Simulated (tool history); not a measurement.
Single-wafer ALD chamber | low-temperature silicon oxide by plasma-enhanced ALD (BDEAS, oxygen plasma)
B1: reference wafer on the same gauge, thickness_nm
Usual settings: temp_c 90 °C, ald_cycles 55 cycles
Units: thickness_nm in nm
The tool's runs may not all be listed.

{"run": 1, "day": 0.0, "temp_c": 90, "ald_cycles": 55, "B1": 6.34, "thickness_nm": 7.675}
{"day": 0.583, "done": "gauge calibrated"}
{"run": 2, "day": 0.679, "temp_c": 90, "ald_cycles": 55, "B1": 6.341, "thickness_nm": 7.694}
{"run": 3, "day": 0.979, "temp_c": 90, "ald_cycles": 55, "B1": 6.337, "thickness_nm": 7.687}
{"run": 4, "day": 1.558, "temp_c": 90, "ald_cycles": 55, "B1": 6.337, "thickness_nm": 7.67}
{"run": 5, "day": 2.454, "temp_c": 90, "ald_cycles": 55, "B1": 6.34, "thickness_nm": 7.733}
{"run": 6, "day": 2.883, "temp_c": 81, "ald_cycles": 47, "B1": 6.339, "thickness_nm": 6.821}
{"run": 7, "day": 3.429, "temp_c": 81, "ald_cycles": 47, "B1": 6.337, "thickness_nm": 6.807}
{"run": 8, "day": 3.808, "temp_c": 81, "ald_cycles": 47, "B1": 6.344, "thickness_nm": 6.782}
{"run": 9, "day": 4.333, "temp_c": 90, "ald_cycles": 55, "B1": 6.344, "thickness_nm": 7.705}
{"day": 5.125, "done": "thermocouple changed; heater temperature recalibrated"}
{"run": 10, "day": 5.146, "temp_c": 90, "ald_cycles": 55, "B1": 6.339, "thickness_nm": 7.685}
{"run": 11, "day": 5.575, "temp_c": 90, "ald_cycles": 55, "B1": 6.34, "thickness_nm": 7.742}
{"run": 12, "day": 6.221, "temp_c": 90, "ald_cycles": 47, "B1": 6.339, "thickness_nm": 6.574}
{"run": 13, "day": 6.562, "temp_c": 90, "ald_cycles": 47, "B1": 6.34, "thickness_nm": 6.569}
{"run": 14, "day": 7.142, "temp_c": 90, "ald_cycles": 49, "B1": 6.338, "thickness_nm": 6.851}
{"run": 15, "day": 7.429, "temp_c": 79, "ald_cycles": 64, "B1": 6.344, "thickness_nm": 9.344}
{"run": 16, "day": 8.021, "temp_c": 90, "ald_cycles": 64, "B1": 6.341, "thickness_nm": 8.957}
{"run": 17, "day": 8.583, "temp_c": 77, "ald_cycles": 51, "B1": 6.337, "thickness_nm": 7.532}
{"run": 18, "day": 9.2, "temp_c": 86, "ald_cycles": 59, "B1": 6.34, "thickness_nm": 8.384}
{"run": 19, "day": 9.908, "temp_c": 95, "ald_cycles": 47, "B1": 6.338, "thickness_nm": 6.457}
{"day": 9.992, "done": "gauge calibrated"}
{"run": 20, "day": 10.312, "temp_c": 90, "ald_cycles": 55, "B1": 6.339, "thickness_nm": 7.713}
{"run": 21, "day": 10.821, "temp_c": 90, "ald_cycles": 55, "B1": 6.34, "thickness_nm": 7.65}
{"run": 22, "day": 11.462, "temp_c": 90, "ald_cycles": 58, "B1": 6.339, "thickness_nm": 8.094}
{"run": 23, "day": 12.075, "temp_c": 90, "ald_cycles": 55, "B1": 6.339, "thickness_nm": 7.697}
{"run": 24, "day": 12.808, "temp_c": 102, "ald_cycles": 51, "B1": 6.339, "thickness_nm": 6.852}
{"run": 25, "day": 13.238, "temp_c": 77, "ald_cycles": 59, "B1": 6.344, "thickness_nm": 8.668}
{"run": 26, "day": 13.521, "temp_c": 90, "ald_cycles": 55, "B1": 6.341, "thickness_nm": 7.691}
{"run": 27, "day": 14.042, "temp_c": 97, "ald_cycles": 63, "B1": 6.342, "thickness_nm": 8.567}

Forecast each of these 3 alternatives for the next run:
{"run": "A", "day": 14.062, "temp_c": 90, "ald_cycles": 55, "B1": "?", "thickness_nm": "?"}
{"run": "B", "day": 14.062, "temp_c": 90, "ald_cycles": 62, "B1": "?", "thickness_nm": "?"}
{"run": "C", "day": 14.062, "temp_c": 104, "ald_cycles": 65, "B1": "?", "thickness_nm": "?"}

run=A B1=6.340 thickness_nm=7.719
run=B B1=6.340 thickness_nm=8.702
run=C B1=6.340 thickness_nm=8.710
Without the tool's hidden state the same runs would have given:
run=A thickness_nm=7.719
run=B thickness_nm=8.702
run=C thickness_nm=8.710
